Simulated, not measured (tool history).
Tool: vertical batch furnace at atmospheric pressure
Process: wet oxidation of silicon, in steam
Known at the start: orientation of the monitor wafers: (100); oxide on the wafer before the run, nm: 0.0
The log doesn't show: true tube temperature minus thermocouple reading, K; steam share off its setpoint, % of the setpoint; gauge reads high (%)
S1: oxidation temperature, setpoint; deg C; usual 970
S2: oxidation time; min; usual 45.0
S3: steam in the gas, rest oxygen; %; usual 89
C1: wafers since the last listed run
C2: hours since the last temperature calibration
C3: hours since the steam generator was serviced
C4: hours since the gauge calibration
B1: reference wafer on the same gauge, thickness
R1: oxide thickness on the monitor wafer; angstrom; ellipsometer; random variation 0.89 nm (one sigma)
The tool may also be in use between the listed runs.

{"run": 1, "hour": 0.0, "S1": 970, "S2": 45.0, "S3": 89, "C1": 0, "C2": 4470.1, "C3": 3247.4, "C4": 621.9, "B1": 267.19, "R1": 2120.5}
{"run": 2, "hour": 19.1, "S1": 970, "S2": 45.0, "S3": 89, "C1": 184, "C2": 4489.2, "C3": 3266.5, "C4": 641.0, "B1": 267.21, "R1": 2117.6}
{"run": 3, "hour": 52.1, "S1": 970, "S2": 45.0, "S3": 89, "C1": 319, "C2": 4522.2, "C3": 3299.5, "C4": 674.0, "B1": 266.67, "R1": 2116.9}
{"run": 4, "hour": 67.1, "S1": 970, "S2": 45.0, "S3": 89, "C1": 145, "C2": 4537.2, "C3": 3314.5, "C4": 689.0, "B1": 267.2, "R1": 2117.1}
{"run": 5, "hour": 82.5, "S1": 970, "S2": 45.0, "S3": 89, "C1": 149, "C2": 4552.6, "C3": 3329.9, "C4": 704.4, "B1": 267.35, "R1": 2130.8}
{"run": 6, "hour": 125.4, "S1": 970, "S2": 45.0, "S3": 95, "C1": 415, "C2": 4595.5, "C3": 3372.8, "C4": 747.3, "B1": 267.17, "R1": 2226.3}
{"run": 7, "hour": 141.7, "S1": 970, "S2": 45.0, "S3": 89, "C1": 157, "C2": 4611.8, "C3": 3389.1, "C4": 763.6, "B1": 266.24, "R1": 2121.8}
{"run": 8, "hour": 172.4, "S1": 970, "S2": 45.0, "S3": 89, "C1": 297, "C2": 4642.5, "C3": 3419.8, "C4": 794.3, "B1": 267.1, "R1": 2115.7}
{"run": 9, "hour": 195.6, "S1": 970, "S2": 45.0, "S3": 89, "C1": 224, "C2": 4665.7, "C3": 3443.0, "C4": 817.5, "B1": 267.01, "R1": 2124.8}
{"run": 10, "hour": 212.8, "S1": 970, "S2": 45.0, "S3": 89, "C1": 166, "C2": 4682.9, "C3": 3460.2, "C4": 834.7, "B1": 266.66, "R1": 2123.9}
{"run": 11, "hour": 247.6, "S1": 970, "S2": 45.0, "S3": 89, "C1": 336, "C2": 4717.7, "C3": 3495.0, "C4": 869.5, "B1": 266.85, "R1": 2104.2}
{"run": 12, "hour": 286.4, "S1": 970, "S2": 45.0, "S3": 89, "C1": 375, "C2": 4756.5, "C3": 3533.8, "C4": 908.3, "B1": 266.91, "R1": 2127.9}
{"run": 13, "hour": 306.1, "S1": 970, "S2": 45.0, "S3": 89, "C1": 190, "C2": 4776.2, "C3": 3553.5, "C4": 928.0, "B1": 266.97, "R1": 2119.7}
{"run": 14, "hour": 319.1, "S1": 970, "S2": 45.0, "S3": 89, "C1": 125, "C2": 4789.2, "C3": 3566.5, "C4": 941.0, "B1": 267.01, "R1": 2135.8}
{"run": 15, "hour": 414.8, "S1": 970, "S2": 45.0, "S3": 89, "C1": 926, "C2": 4884.9, "C3": 3662.2, "C4": 1036.7, "B1": 266.95, "R1": 2106.1}
{"run": 16, "hour": 436.4, "S1": 970, "S2": 45.0, "S3": 86, "C1": 209, "C2": 4906.5, "C3": 3683.8, "C4": 1058.3, "B1": 267.23, "R1": 2062.3}
{"run": 17, "hour": 529.8, "S1": 970, "S2": 45.0, "S3": 86, "C1": 904, "C2": 4999.9, "C3": 3777.2, "C4": 1151.7, "B1": 267.27, "R1": 2065.5}
{"run": 18, "hour": 548.7, "S1": 988, "S2": 45.0, "S3": 94, "C1": 182, "C2": 5018.8, "C3": 3796.1, "C4": 1170.6, "B1": 266.76, "R1": 2589.5}
{"hour": 579.7, "done": "gauge calibrated"}
{"run": 19, "hour": 584.0, "S1": 988, "S2": 45.0, "S3": 94, "C1": 341, "C2": 5054.1, "C3": 3831.4, "C4": 4.3, "B1": 266.76, "R1": 2601.9}
{"hour": 615.5, "done": "thermocouples replaced and temperature profile calibrated"}
{"run": 20, "hour": 616.0, "S1": 970, "S2": 45.0, "S3": 89, "C1": 77, "C2": 0.5, "C3": 3863.4, "C4": 36.3, "B1": 266.81, "R1": 2099.3}
{"run": 21, "hour": 642.0, "S1": 946, "S2": 51.5, "S3": 82, "C1": 251, "C2": 26.5, "C3": 3889.4, "C4": 62.3, "B1": 267.47, "R1": 1724.5}
{"run": 22, "hour": 662.5, "S1": 970, "S2": 52.5, "S3": 89, "C1": 198, "C2": 47.0, "C3": 3909.9, "C4": 82.8, "B1": 267.32, "R1": 2378.3}
{"run": 23, "hour": 677.5, "S1": 970, "S2": 45.0, "S3": 83, "C1": 145, "C2": 62.0, "C3": 3924.9, "C4": 97.8, "B1": 267.2, "R1": 2009.1}
{"run": 24, "hour": 705.3, "S1": 970, "S2": 45.0, "S3": 89, "C1": 269, "C2": 89.8, "C3": 3952.7, "C4": 125.6, "B1": 266.94, "R1": 2112.0}
{"run": 25, "hour": 732.3, "S1": 957, "S2": 26.5, "S3": 96, "C1": 261, "C2": 116.8, "C3": 3979.7, "C4": 152.6, "B1": 267.17, "R1": 1276.5}
{"run": 26, "hour": 752.7, "S1": 970, "S2": 45.0, "S3": 89, "C1": 197, "C2": 137.2, "C3": 4000.1, "C4": 173.0, "B1": 267.0, "R1": 2119.5}
{"hour": 790.9, "done": "steam generator serviced"}
{"run": 27, "hour": 791.4, "S1": 950, "S2": 60.0, "S3": 78, "C1": 142, "C2": 175.9, "C3": 0.5, "C4": 211.7, "B1": 266.47, "R1": 2090.1}
{"run": 28, "hour": 808.7, "S1": 945, "S2": 36.5, "S3": 84, "C1": 167, "C2": 193.2, "C3": 17.8, "C4": 229.0, "B1": 266.98, "R1": 1396.7}
{"run": 29, "hour": 838.0, "S1": 946, "S2": 45.0, "S3": 89, "C1": 283, "C2": 222.5, "C3": 47.1, "C4": 258.3, "B1": 266.34, "R1": 1765.4}
{"run": 30, "hour": 855.2, "S1": 970, "S2": 55.0, "S3": 89, "C1": 166, "C2": 239.7, "C3": 64.3, "C4": 275.5, "B1": 266.34, "R1": 2625.7}
{"run": 31, "hour": 890.2, "S1": 949, "S2": 31.5, "S3": 80, "C1": 338, "C2": 274.7, "C3": 99.3, "C4": 310.5, "B1": 266.68, "R1": 1226.5}
{"run": 32, "hour": 904.8, "S1": 986, "S2": 54.0, "S3": 86, "C1": 141, "C2": 289.3, "C3": 113.9, "C4": 325.1, "B1": 267.1, "R1": 2901.4}
{"run": 33, "hour": 923.7, "S1": 987, "S2": 29.0, "S3": 93, "C1": 182, "C2": 308.2, "C3": 132.8, "C4": 344.0, "B1": 266.86, "R1": 1930.4}
{"run": 34, "hour": 942.0, "S1": 970, "S2": 45.0, "S3": 89, "C1": 177, "C2": 326.5, "C3": 151.1, "C4": 362.3, "B1": 266.94, "R1": 2242.6}
{"run": 35, "hour": 960.4, "S1": 957, "S2": 63.0, "S3": 97, "C1": 178, "C2": 344.9, "C3": 169.5, "C4": 380.7, "B1": 267.45, "R1": 2739.1}
{"run": 36, "hour": 986.8, "S1": 989, "S2": 31.5, "S3": 89, "C1": 255, "C2": 371.3, "C3": 195.9, "C4": 407.1, "B1": 267.49, "R1": 2040.1}
{"run": 37, "hour": 1073.7, "S1": 970, "S2": 45.0, "S3": 78, "C1": 841, "C2": 458.2, "C3": 282.8, "C4": 494.0, "B1": 266.61, "R1": 2024.2}
{"run": 38, "hour": 1101.2, "S1": 970, "S2": 45.0, "S3": 86, "C1": 266, "C2": 485.7, "C3": 310.3, "C4": 521.5, "B1": 266.8, "R1": 2171.0}

Forecast each of these 3 alternatives for the next run:
{"run": "A", "hour": 1106.2, "S1": 970, "S2": 45.0, "S3": 89, "C1": 48, "C2": 490.7, "C3": 315.3, "C4": 526.5, "B1": "?", "R1": "?"}
{"run": "B", "hour": 1106.2, "S1": 949, "S2": 32.5, "S3": 89, "C1": 48, "C2": 490.7, "C3": 315.3, "C4": 526.5, "B1": "?", "R1": "?"}
{"run": "C", "hour": 1106.2, "S1": 970, "S2": 45.0, "S3": 94, "C1": 48, "C2": 490.7, "C3": 315.3, "C4": 526.5, "B1": "?", "R1": "?"}

run=A B1=267.03 R1=2235.9
run=B B1=267.03 R1=1368.5
run=C B1=267.03 R1=2333.4
Without the tool's hidden state the same runs would have given:
run=A R1=2280.2
run=B R1=1398.3
run=C R1=2379.3

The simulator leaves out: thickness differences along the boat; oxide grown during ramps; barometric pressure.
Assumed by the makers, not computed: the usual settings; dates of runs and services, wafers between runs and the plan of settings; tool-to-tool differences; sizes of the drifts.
